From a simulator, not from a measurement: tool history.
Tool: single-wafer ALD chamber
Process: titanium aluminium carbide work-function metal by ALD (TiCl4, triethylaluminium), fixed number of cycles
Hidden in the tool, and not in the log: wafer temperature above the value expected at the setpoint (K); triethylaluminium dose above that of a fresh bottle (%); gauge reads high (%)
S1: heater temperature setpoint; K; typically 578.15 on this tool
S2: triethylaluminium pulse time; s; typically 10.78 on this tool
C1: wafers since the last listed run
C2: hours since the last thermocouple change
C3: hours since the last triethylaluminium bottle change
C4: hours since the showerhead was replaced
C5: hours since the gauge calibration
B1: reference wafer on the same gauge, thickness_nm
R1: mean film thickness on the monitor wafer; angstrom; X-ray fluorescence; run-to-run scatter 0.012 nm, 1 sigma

Run 1, hour 0: usual settings; C1 0; C2 821.9; C3 403.8; C4 3091.6; C5 245; B1 1.892. Result: R1 19.15 angstrom.
Run 2, hour 33.8: usual settings; C1 362; C2 855.7; C3 437.6; C4 3125.4; C5 278.8; B1 1.888. Result: R1 19.15 angstrom.
Run 3, hour 47.6: usual settings but S1 584.15 K; C1 148; C2 869.5; C3 451.4; C4 3139.2; C5 292.6; B1 1.889. Result: R1 19.55 angstrom.
Run 4, hour 77.4: usual settings but S1 584.15 K; C1 319; C2 899.3; C3 481.2; C4 3169; C5 322.4; B1 1.888. Result: R1 19.77 angstrom.
Run 5, hour 106.1: usual settings but S2 8.99 s; C1 308; C2 928; C3 509.9; C4 3197.7; C5 351.1; B1 1.893. Result: R1 18.45 angstrom.
Run 6, hour 140.7: usual settings; C1 371; C2 962.6; C3 544.5; C4 3232.3; C5 385.7; B1 1.887. Result: R1 19.07 angstrom.
Run 7, hour 157.6: usual settings; C1 181; C2 979.5; C3 561.4; C4 3249.2; C5 402.6; B1 1.889. Result: R1 18.89 angstrom.
At hour 182.5: triethylaluminium bottle replaced.
Run 8, hour 184.6: usual settings but S1 571.15 K; C1 204; C2 1006.5; C3 2.1; C4 3276.2; C5 429.6; B1 1.893. Result: R1 19.49 angstrom.
Run 9, hour 263: usual settings; C1 841; C2 1084.9; C3 80.5; C4 3354.6; C5 508; B1 1.889. Result: R1 19.67 angstrom.
At hour 270.6: gauge calibrated.
At hour 275: showerhead replaced.
At hour 277.4: thermocouple changed; heater temperature recalibrated.
Run 10, hour 291.6: usual settings but S1 585.15 K, S2 7.36 s; C1 195; C2 14.2; C3 109.1; C4 16.6; C5 21; B1 1.891. Result: R1 19.05 angstrom.
Run 11, hour 323.3: usual settings but S1 584.15 K; C1 340; C2 45.9; C3 140.8; C4 48.3; C5 52.7; B1 1.889. Result: R1 20.32 angstrom.
Run 12, hour 337.1: usual settings; C1 148; C2 59.7; C3 154.6; C4 62.1; C5 66.5; B1 1.89. Result: R1 19.72 angstrom.
Run 13, hour 369.2: usual settings but S1 567.15 K, S2 12.43 s; C1 344; C2 91.8; C3 186.7; C4 94.2; C5 98.6; B1 1.893. Result: R1 18.75 angstrom.
Run 14, hour 400.7: usual settings but S1 587.15 K, S2 13.27 s; C1 338; C2 123.3; C3 218.2; C4 125.7; C5 130.1; B1 1.897. Result: R1 20.75 angstrom.
Run 15, hour 428.1: usual settings but S1 593.15 K, S2 8.17 s; C1 294; C2 150.7; C3 245.6; C4 153.1; C5 157.5; B1 1.889. Result: R1 19.72 angstrom.
Run 16, hour 498.5: usual settings but S1 573.15 K, S2 7.26 s; C1 755; C2 221.1; C3 316; C4 223.5; C5 227.9; B1 1.893. Result: R1 17.21 angstrom.

4 ways to go on from here, each from the tool as it stands after run 16. What would each give?
Run A, hour 498.9: usual settings; C1 4; C2 221.5; C3 316.4; C4 223.9; C5 228.3; B1 ?. Result: R1 ?.
Run B, hour 498.9: usual settings but S1 564.15 K, S2 8.67 s; C1 4; C2 221.5; C3 316.4; C4 223.9; C5 228.3; B1 ?. Result: R1 ?.
Run C, hour 498.9: usual settings but S1 585.15 K, S2 14.32 s; C1 4; C2 221.5; C3 316.4; C4 223.9; C5 228.3; B1 ?. Result: R1 ?.
Run D, hour 498.9: usual settings but S1 568.15 K; C1 4; C2 221.5; C3 316.4; C4 223.9; C5 228.3; B1 ?. Result: R1 ?.

run    B1     R1
  A  1.89  19.13
  B  1.89  17.22
  C  1.89  20.48
  D  1.89  18.28
The same runs, with their run-to-run variation unchanged, on a tool lacking any hidden condition would have given:
run     R1
  A  20.03
  B  18.39
  C  20.99
  D  19.14
